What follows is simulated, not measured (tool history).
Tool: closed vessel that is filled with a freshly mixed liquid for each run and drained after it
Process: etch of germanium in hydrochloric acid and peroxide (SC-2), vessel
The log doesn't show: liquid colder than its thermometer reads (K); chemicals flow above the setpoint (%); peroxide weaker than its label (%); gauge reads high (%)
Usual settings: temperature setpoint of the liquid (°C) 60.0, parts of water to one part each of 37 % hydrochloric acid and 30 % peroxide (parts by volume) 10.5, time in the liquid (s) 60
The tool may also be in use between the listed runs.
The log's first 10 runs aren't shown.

| run | hour | temperature setpoint of the liquid (°C) | parts of water to one part each of 37 % hydrochloric acid and 30 % peroxide (parts by volume) | time in the liquid (s) | wafers since the last listed run | hours since the thermometer was replaced | hours since the chemicals flow meter was replaced | hours since the drum of peroxide was connected | hours since the gauge calibration | read-back film thickness of the germanium reference wafer, read on the same gauge (nm) | thickness taken off the germanium on a monitor wafer (Å) |
|---|---|---|---|---|---|---|---|---|---|---|---|
| 11 | 124.3 | 60.0 | 5.5 | 40 | 2041 | 124.8 | 121.6 | 63.4 | 129.5 | 79.98 | 1030.5 |
| 12 | 136.4 | 60.0 | 6.0 | 70 | 1453 | 136.9 | 133.7 | 75.5 | 141.6 | 80.00 | 1805.0 |
| 13 | 153.2 | 60.0 | 6.5 | 60 | 2017 | 153.7 | 150.5 | 92.3 | 158.4 | 79.99 | 1536.8 |
| 14 | 159.5 | 60.0 | 10.5 | 60 | 756 | 160.0 | 156.8 | 98.6 | 164.7 | 80.00 | 1468.7 |
| 15 | 165.8 | 57.5 | 10.5 | 45 | 756 | 166.3 | 163.1 | 104.9 | 171.0 | 80.01 | 1028.5 |
| 16 | 179.6 | 60.0 | 10.5 | 60 | 1657 | 180.1 | 176.9 | 118.7 | 184.8 | 80.02 | 1464.8 |
| 17 | 195.5 | 60.0 | 10.5 | 60 | 1909 | 196.0 | 192.8 | 134.6 | 200.7 | 80.02 | 1481.7 |
| 18 | 213.2 | 52.5 | 8.5 | 50 | 2126 | 213.7 | 210.5 | 152.3 | 218.4 | 79.97 | 998.8 |
| 19 | 226.5 | 53.5 | 10.5 | 60 | 1597 | 227.0 | 223.8 | 165.6 | 231.7 | 80.02 | 1203.0 |
| 20 | 232.5 | 55.5 | 14.5 | 30 | 720 | 233.0 | 229.8 | 171.6 | 237.7 | 80.01 | 617.2 |
| 21 | 249.3 | 60.0 | 10.5 | 35 | 2017 | 249.8 | 246.6 | 188.4 | 254.5 | 80.01 | 856.8 |
| 22 | 264.2 | 63.0 | 7.0 | 45 | 1789 | 264.7 | 261.5 | 203.3 | 269.4 | 79.98 | 1240.7 |
| 23 | 270.2 | 64.0 | 7.5 | 60 | 720 | 270.7 | 267.5 | 209.3 | 275.4 | 79.99 | 1698.7 |
| 24 | 284.0 | 60.0 | 10.5 | 40 | 1657 | 284.5 | 281.3 | 223.1 | 289.2 | 80.00 | 974.8 |
| 25 | 298.7 | 53.0 | 10.5 | 60 | 1765 | 299.2 | 296.0 | 237.8 | 303.9 | 80.01 | 1183.2 |
| 26 | 305.8 | 69.0 | 10.5 | 60 | 852 | 306.3 | 303.1 | 244.9 | 311.0 | 79.99 | 1898.6 |
| 27 | 320.6 | 60.0 | 12.5 | 35 | 1777 | 321.1 | 317.9 | 259.7 | 325.8 | 80.01 | 833.4 |
| 28 | 326.9 | 60.0 | 10.5 | 75 | 756 | 327.4 | 324.2 | 266.0 | 332.1 | 79.97 | 1840.2 |
| 29 | 333.1 | 53.5 | 6.5 | 35 | 744 | 333.6 | 330.4 | 272.2 | 338.3 | 80.00 | 728.7 |
| 30 | 349.4 | 66.0 | 10.5 | 80 | 1957 | 349.9 | 346.7 | 288.5 | 354.6 | 79.99 | 2326.1 |

Forecast each of these 4 alternatives for the next run:
| A | 350.1 | 60.0 | 10.5 | 60 | 84 | 350.6 | 347.4 | 289.2 | 355.3 | ? | ? |
| B | 350.1 | 60.0 | 10.5 | 90 | 84 | 350.6 | 347.4 | 289.2 | 355.3 | ? | ? |
| C | 350.1 | 66.5 | 10.5 | 60 | 84 | 350.6 | 347.4 | 289.2 | 355.3 | ? | ? |
| D | 350.1 | 52.0 | 8.5 | 60 | 84 | 350.6 | 347.4 | 289.2 | 355.3 | ? | ? |

| run | read-back film thickness of the germanium reference wafer, read on the same gauge (nm) | thickness taken off the germanium on a monitor wafer (Å) |
|---|---|---|
| A | 80.01 | 1464.2 |
| B | 80.01 | 2196.3 |
| C | 80.01 | 1766.0 |
| D | 80.01 | 1171.1 |
Without the tool's hidden state the same runs would have given:
| run | thickness taken off the germanium on a monitor wafer (Å) |
|---|---|
| A | 1496.8 |
| B | 2245.2 |
| C | 1803.6 |
| D | 1198.9 |

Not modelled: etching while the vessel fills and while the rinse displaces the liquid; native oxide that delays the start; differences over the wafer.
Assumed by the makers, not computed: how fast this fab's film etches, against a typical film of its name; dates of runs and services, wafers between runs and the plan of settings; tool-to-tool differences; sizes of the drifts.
